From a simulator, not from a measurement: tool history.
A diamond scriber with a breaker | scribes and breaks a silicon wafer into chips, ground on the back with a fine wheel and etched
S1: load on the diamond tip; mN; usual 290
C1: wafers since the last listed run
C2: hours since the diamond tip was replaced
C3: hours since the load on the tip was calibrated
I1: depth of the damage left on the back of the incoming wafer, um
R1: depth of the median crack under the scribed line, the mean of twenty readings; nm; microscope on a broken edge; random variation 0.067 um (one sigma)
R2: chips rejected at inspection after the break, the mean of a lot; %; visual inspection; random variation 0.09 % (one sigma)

run   hour   S1  C1     C2     C3    I1     R1     R2
  1      0  290   0  253.6    787  0.41   9280   4.45
  2    8.7  290  14  262.3  795.7  0.55   9210   4.74
  3   21.2  290  21  274.8  808.2   0.7   9160    4.5
  4   32.6  259  19  286.2  819.6  0.66   8340   8.24
  5   44.5  259  19  298.1  831.5  0.45   8190   9.42
  6   56.8  259  20  310.4  843.8   0.5   8310   9.28
  7   64.2  246  12  317.8  851.2  0.59   7910  12.39
  8   78.8  246  24  332.4  865.8  0.67   7760  12.67
  9   92.6  246  23  346.2  879.6  0.73   7620  11.77
 10  107.2  290  24  360.8  894.2  0.38   8780   6.88
 11  120.5  342  22  374.1  907.5  0.76   9880   2.74
     124.1  -- diamond tip replaced by a new one
 12  127.2  224   7    3.1  914.2  0.48   7830  11.25
 13  142.2  344  25   18.1  929.2  0.66  10790    1.6
     152.6  -- load on the tip recalibrated
 14    159  228  24   34.9    6.4  0.32   8830   5.42
 15  174.2  244  25   50.1   21.6  0.35   9430   3.68
 16  189.5  290  25   65.4   36.9  0.49  10660   1.47
 17  195.7  259  10   71.6   43.1  0.54   9770   2.54
 18  207.3  290  19   83.2   54.7  0.45  10650   1.37
 19  218.9  222  19   94.8   66.3  0.58   8660   7.94

3 ways to go on from here, each from the tool as it stands after run 19. What would each give?
  A  219.6  338   1  95.5  67  0.3   ?   ?
  B  219.6  226   1  95.5  67  0.3   ?   ?
  C  219.6  333   1  95.5  67  0.3   ?   ?

run     R1    R2
  A  12020  2.18
  B   8820  5.63
  C  11890  1.99
Without the tool's hidden state the same runs would have given:
run     R1    R2
  A  12280   2.6
  B   9010  4.84
  C  12150  2.37

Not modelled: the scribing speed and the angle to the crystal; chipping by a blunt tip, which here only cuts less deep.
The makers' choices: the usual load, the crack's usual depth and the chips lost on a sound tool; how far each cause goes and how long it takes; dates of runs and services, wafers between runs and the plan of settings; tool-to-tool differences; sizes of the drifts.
